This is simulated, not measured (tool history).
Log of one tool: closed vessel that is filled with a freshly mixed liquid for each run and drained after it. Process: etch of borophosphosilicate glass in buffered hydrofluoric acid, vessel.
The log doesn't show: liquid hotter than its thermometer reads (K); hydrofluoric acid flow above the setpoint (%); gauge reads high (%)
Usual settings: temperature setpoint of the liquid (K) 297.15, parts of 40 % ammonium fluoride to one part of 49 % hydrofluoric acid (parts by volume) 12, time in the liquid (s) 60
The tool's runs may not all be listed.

run	hour	temperature setpoint of the liquid (K)	parts of 40 % ammonium fluoride to one part of 49 % hydrofluoric acid (parts by volume)	time in the liquid (s)	wafers since the last listed run	hours since the thermometer was replaced	hours since the hydrofluoric acid flow meter was replaced	hours since the gauge calibration	read-back film thickness of the borophosphosilicate glass reference wafer, read on the same gauge (nm)	thickness taken off the borophosphosilicate glass on a monitor wafer (Å)
1	0	297.15	12	50	0	1996.9	1492.8	115.8	100.02	1251.4
2	12.1	294.65	12	85	945	2009	1504.9	127.9	100.03	1866
3	18.2	297.15	12	30	476	2015.1	1511	134	100	760.5
4	34.8	297.15	12	30	1297	2031.7	1527.6	150.6	100.03	754.9
5	43.8	297.15	12	30	703	2040.7	1536.6	159.6	99.96	757.4
# hour 45.4: thermometer replaced
# hour 48.4: hydrofluoric acid flow meter replaced
6	51.8	297.15	12	75	469	6.4	3.4	167.6	99.93	1653
7	81.2	297.15	12	60	2298	35.8	32.8	197	100.01	1315.1
8	93.6	297.15	12	60	969	48.2	45.2	209.4	100.02	1339.1
9	100.6	297.15	12	60	547	55.2	52.2	216.4	100.02	1331.9
10	111.8	297.15	12	60	875	66.4	63.4	227.6	100	1305.8
11	125.4	297.15	12	60	1063	80	77	241.2	99.96	1331
12	134.1	297.15	12	60	680	88.7	85.7	249.9	100.03	1325.2
13	146.3	297.15	12	60	953	100.9	97.9	262.1	100.03	1351.8
14	152.6	297.15	12	60	492	107.2	104.2	268.4	100.07	1323
# hour 156.7: gauge calibrated
15	169.6	297.15	7	60	1329	124.2	121.2	12.9	100.01	2255.3

The next listed run, before its measurement:
16	185.8	292.65	12	90	1266	140.4	137.4	29.1	?	?

Run 16 gave read-back film thickness of the borophosphosilicate glass reference wafer, read on the same gauge (nm) 99.99, thickness taken off the borophosphosilicate glass on a monitor wafer (Å) 1561.2.
Without the tool's hidden state the same run would have given thickness taken off the borophosphosilicate glass on a monitor wafer (Å) 1527.

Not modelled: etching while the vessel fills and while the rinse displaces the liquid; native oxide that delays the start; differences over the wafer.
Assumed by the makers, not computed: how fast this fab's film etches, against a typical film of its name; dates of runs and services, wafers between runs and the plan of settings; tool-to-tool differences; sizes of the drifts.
